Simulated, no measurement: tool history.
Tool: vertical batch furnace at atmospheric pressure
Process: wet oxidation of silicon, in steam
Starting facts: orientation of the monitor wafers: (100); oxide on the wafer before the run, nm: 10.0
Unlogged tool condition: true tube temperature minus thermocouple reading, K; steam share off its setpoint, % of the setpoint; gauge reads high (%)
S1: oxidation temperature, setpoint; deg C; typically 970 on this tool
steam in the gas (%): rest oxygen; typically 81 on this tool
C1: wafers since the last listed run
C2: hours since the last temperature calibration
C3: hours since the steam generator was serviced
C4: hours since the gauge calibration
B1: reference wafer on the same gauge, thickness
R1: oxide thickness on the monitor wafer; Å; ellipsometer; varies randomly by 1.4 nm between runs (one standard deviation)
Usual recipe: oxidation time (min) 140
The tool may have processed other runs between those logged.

Run 1, hour 0: usual settings; C1 0; C2 2721.4; C3 1383.8; C4 1493.6; B1 519.93. Result: R1 5196.4 Å.
At hour 41.1: gauge calibrated.
Run 2, hour 89.9: usual settings; C1 640; C2 2811.3; C3 1473.7; C4 48.8; B1 513.38. Result: R1 5115 Å.
Run 3, hour 170.9: usual settings; C1 576; C2 2892.3; C3 1554.7; C4 129.8; B1 514.75. Result: R1 5151.5 Å.
Run 4, hour 252.8: usual settings; C1 583; C2 2974.2; C3 1636.6; C4 211.7; B1 515.77. Result: R1 5150.9 Å.
Run 5, hour 324.4: usual settings; C1 510; C2 3045.8; C3 1708.2; C4 283.3; B1 516.48. Result: R1 5158.6 Å.
Run 6, hour 380.7: usual settings; C1 401; C2 3102.1; C3 1764.5; C4 339.6; B1 516.78. Result: R1 5172.9 Å.
Run 7, hour 457.9: usual settings; C1 549; C2 3179.3; C3 1841.7; C4 416.8; B1 517.62. Result: R1 5163.8 Å.
Run 8, hour 536.4: usual settings; C1 559; C2 3257.8; C3 1920.2; C4 495.3; B1 517.8. Result: R1 5184.1 Å.
Run 9, hour 629.7: usual settings but S1 980 deg C, steam in the gas (%) 75; C1 664; C2 3351.1; C3 2013.5; C4 588.6; B1 518.28. Result: R1 5296 Å.
Run 10, hour 687.6: usual settings; C1 412; C2 3409; C3 2071.4; C4 646.5; B1 518.97. Result: R1 5191.2 Å.
Run 11, hour 747.6: usual settings; C1 427; C2 3469; C3 2131.4; C4 706.5; B1 519.32. Result: R1 5186.4 Å.
At hour 851.7: steam generator serviced.
Run 12, hour 852.2: usual settings; C1 574; C2 3573.6; C3 0.5; C4 811.1; B1 519.47. Result: R1 5192.9 Å.
Run 13, hour 986.7: usual settings; C1 958; C2 3708.1; C3 135; C4 945.6; B1 519.88. Result: R1 5202.4 Å.
Run 14, hour 1041.7: usual settings; C1 391; C2 3763.1; C3 190; C4 1000.6; B1 520.11. Result: R1 5189.6 Å.
Run 15, hour 1100.3: usual settings; C1 417; C2 3821.7; C3 248.6; C4 1059.2; B1 520.2. Result: R1 5204.8 Å.
Run 16, hour 1173.2: usual settings; C1 519; C2 3894.6; C3 321.5; C4 1132.1; B1 520.31. Result: R1 5201.4 Å.
Run 17, hour 1251.1: usual settings; C1 554; C2 3972.5; C3 399.4; C4 1210; B1 520.35. Result: R1 5179 Å.
Run 18, hour 1300: usual settings but steam in the gas (%) 86; C1 348; C2 4021.4; C3 448.3; C4 1258.9; B1 520.32. Result: R1 5419.7 Å.
Run 19, hour 1391.5: usual settings; C1 651; C2 4112.9; C3 539.8; C4 1350.4; B1 520.76. Result: R1 5198.7 Å.
Run 20, hour 1451.7: usual settings but S1 993 deg C, oxidation time (min) 86.5, steam in the gas (%) 84; C1 428; C2 4173.1; C3 600; C4 1410.6; B1 520.8. Result: R1 4533.1 Å.
At hour 1457.3: gauge calibrated.
Run 21, hour 1487.7: usual settings but steam in the gas (%) 74; C1 256; C2 4209.1; C3 636; C4 30.4; B1 512.23. Result: R1 4823.3 Å.
Run 22, hour 1586.5: usual settings but oxidation time (min) 80.5; C1 703; C2 4307.9; C3 734.8; C4 129.2; B1 513.65. Result: R1 3486.3 Å.
Run 23, hour 1655.9: usual settings but S1 989 deg C, oxidation time (min) 166; C1 494; C2 4377.3; C3 804.2; C4 198.6; B1 514.51. Result: R1 6525.6 Å.
Run 24, hour 1707.2: usual settings; C1 365; C2 4428.6; C3 855.5; C4 249.9; B1 514.97. Result: R1 5141.6 Å.
At hour 1814.6: thermocouples replaced and temperature profile calibrated.
Run 25, hour 1966: usual settings; C1 1672; C2 151.4; C3 1114.3; C4 508.7; B1 517.01. Result: R1 5152.7 Å.
Run 26, hour 2011.2: usual settings but S1 954 deg C, steam in the gas (%) 88; C1 321; C2 196.6; C3 1159.5; C4 553.9; B1 517.23. Result: R1 4845.1 Å.
Run 27, hour 2118.6: usual settings but S1 993 deg C, oxidation time (min) 77; C1 765; C2 304; C3 1266.9; C4 661.3; B1 517.67. Result: R1 4061.8 Å.
Run 28, hour 2216.1: usual settings but S1 946 deg C, oxidation time (min) 186, steam in the gas (%) 74; C1 694; C2 401.5; C3 1364.4; C4 758.8; B1 518.01. Result: R1 4932.1 Å.
Run 29, hour 2301.2: usual settings but S1 961 deg C, oxidation time (min) 184.5, steam in the gas (%) 86; C1 606; C2 486.6; C3 1449.5; C4 843.9; B1 518.53. Result: R1 6092.9 Å.
Run 30, hour 2366.5: usual settings but S1 981 deg C, oxidation time (min) 112, steam in the gas (%) 90; C1 465; C2 551.9; C3 1514.8; C4 909.2; B1 518.76. Result: R1 5188.5 Å.
Run 31, hour 2436.5: usual settings but S1 983 deg C, oxidation time (min) 208, steam in the gas (%) 70; C1 498; C2 621.9; C3 1584.8; C4 979.2; B1 518.8. Result: R1 6645.9 Å.
Run 32, hour 2523.2: usual settings but steam in the gas (%) 70; C1 617; C2 708.6; C3 1671.5; C4 1065.9; B1 519.26. Result: R1 4691.3 Å.
Run 33, hour 2585.5: usual settings but S1 950 deg C, oxidation time (min) 171.5, steam in the gas (%) 85; C1 443; C2 770.9; C3 1733.8; C4 1128.2; B1 519.46. Result: R1 5296.3 Å.
Run 34, hour 2640.5: usual settings; C1 391; C2 825.9; C3 1788.8; C4 1183.2; B1 519.51. Result: R1 5166.9 Å.
Run 35, hour 2681.4: usual settings but oxidation time (min) 175.5; C1 291; C2 866.8; C3 1829.7; C4 1224.1; B1 519.34. Result: R1 6018.8 Å.

Alternative continuations, all from the tool just after run 35; predict every row:
Run A, hour 2688.5: usual settings but S1 954 deg C; C1 50; C2 873.9; C3 1836.8; C4 1231.2; B1 ?. Result: R1 ?.
Run B, hour 2688.5: usual settings but S1 958 deg C, oxidation time (min) 208, steam in the gas (%) 69; C1 50; C2 873.9; C3 1836.8; C4 1231.2; B1 ?. Result: R1 ?.
Run C, hour 2688.5: usual settings but S1 984 deg C, oxidation time (min) 119.5, steam in the gas (%) 92; C1 50; C2 873.9; C3 1836.8; C4 1231.2; B1 ?. Result: R1 ?.
Run D, hour 2688.5: usual settings but oxidation time (min) 191, steam in the gas (%) 88; C1 50; C2 873.9; C3 1836.8; C4 1231.2; B1 ?. Result: R1 ?.

run      B1      R1
  A  519.58  4586.6
  B  519.58    5573
  C  519.58  5598.3
  D  519.58  6735.1
Take away the tool's hidden state, keep each run's random variation, and the runs would have read:
run      R1
  A  4520.5
  B  5492.7
  C  5517.7
  D  6638.1
